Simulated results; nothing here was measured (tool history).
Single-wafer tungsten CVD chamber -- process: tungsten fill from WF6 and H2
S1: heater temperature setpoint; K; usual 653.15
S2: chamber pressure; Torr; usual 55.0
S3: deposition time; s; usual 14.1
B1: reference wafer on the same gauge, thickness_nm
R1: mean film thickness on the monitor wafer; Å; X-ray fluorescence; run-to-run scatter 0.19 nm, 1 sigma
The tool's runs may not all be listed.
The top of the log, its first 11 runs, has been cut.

{"day": 27.783, "done": "gauge calibrated"}
{"run": 12, "day": 29.492, "S1": 653.15, "S2": 55.0, "S3": 14.1, "B1": 39.688, "R1": 372.79}
{"run": 13, "day": 31.771, "S1": 653.15, "S2": 55.0, "S3": 14.1, "B1": 39.706, "R1": 373.64}
{"run": 14, "day": 33.583, "S1": 653.15, "S2": 55.0, "S3": 14.1, "B1": 39.696, "R1": 374.14}
{"run": 15, "day": 36.0, "S1": 653.15, "S2": 55.0, "S3": 14.1, "B1": 39.7, "R1": 374.96}
{"run": 16, "day": 38.742, "S1": 653.15, "S2": 55.0, "S3": 14.1, "B1": 39.695, "R1": 376.65}
{"run": 17, "day": 40.1, "S1": 653.15, "S2": 65.4, "S3": 12.7, "B1": 39.645, "R1": 372.94}
{"run": 18, "day": 41.288, "S1": 663.15, "S2": 55.0, "S3": 14.1, "B1": 39.682, "R1": 464.62}
{"run": 19, "day": 42.55, "S1": 660.15, "S2": 62.3, "S3": 13.2, "B1": 39.688, "R1": 439.96}
{"run": 20, "day": 44.358, "S1": 653.15, "S2": 55.0, "S3": 14.1, "B1": 39.679, "R1": 379.06}
{"run": 21, "day": 46.679, "S1": 653.15, "S2": 63.1, "S3": 16.9, "B1": 39.73, "R1": 490.68}
{"run": 22, "day": 48.55, "S1": 648.15, "S2": 47.3, "S3": 14.1, "B1": 39.66, "R1": 313.69}
{"run": 23, "day": 50.846, "S1": 666.15, "S2": 55.0, "S3": 13.0, "B1": 39.72, "R1": 453.05}
{"run": 24, "day": 52.417, "S1": 647.15, "S2": 47.6, "S3": 14.1, "B1": 39.704, "R1": 306.83}
{"run": 25, "day": 54.238, "S1": 653.15, "S2": 55.0, "S3": 14.1, "B1": 39.706, "R1": 381.75}
{"run": 26, "day": 57.15, "S1": 646.15, "S2": 49.2, "S3": 11.4, "B1": 39.692, "R1": 247.57}
{"run": 27, "day": 59.492, "S1": 653.15, "S2": 64.2, "S3": 14.1, "B1": 39.715, "R1": 413.42}
{"run": 28, "day": 61.908, "S1": 642.15, "S2": 66.8, "S3": 16.6, "B1": 39.674, "R1": 392.52}
{"run": 29, "day": 64.1, "S1": 653.15, "S2": 55.0, "S3": 14.1, "B1": 39.691, "R1": 378.87}
{"run": 30, "day": 65.375, "S1": 653.15, "S2": 55.0, "S3": 14.1, "B1": 39.726, "R1": 380.23}
{"run": 31, "day": 66.483, "S1": 668.15, "S2": 55.0, "S3": 16.3, "B1": 39.748, "R1": 593.15}

Consider 3 possible next runs. They are alternatives, not a sequence: every one starts from the tool as it was left by run 31. What does each give?
{"run": "A", "day": 66.5, "S1": 653.15, "S2": 55.0, "S3": 14.1, "B1": "?", "R1": "?"}
{"run": "B", "day": 66.5, "S1": 644.15, "S2": 55.0, "S3": 14.1, "B1": "?", "R1": "?"}
{"run": "C", "day": 66.5, "S1": 663.15, "S2": 65.1, "S3": 14.1, "B1": "?", "R1": "?"}

run=A B1=39.688 R1=379.80
run=B B1=39.688 R1=314.19
run=C B1=39.688 R1=509.07
Take away the tool's hidden state, keep each run's random variation, and the runs would have read:
run=A R1=371.57
run=B R1=306.92
run=C R1=498.74
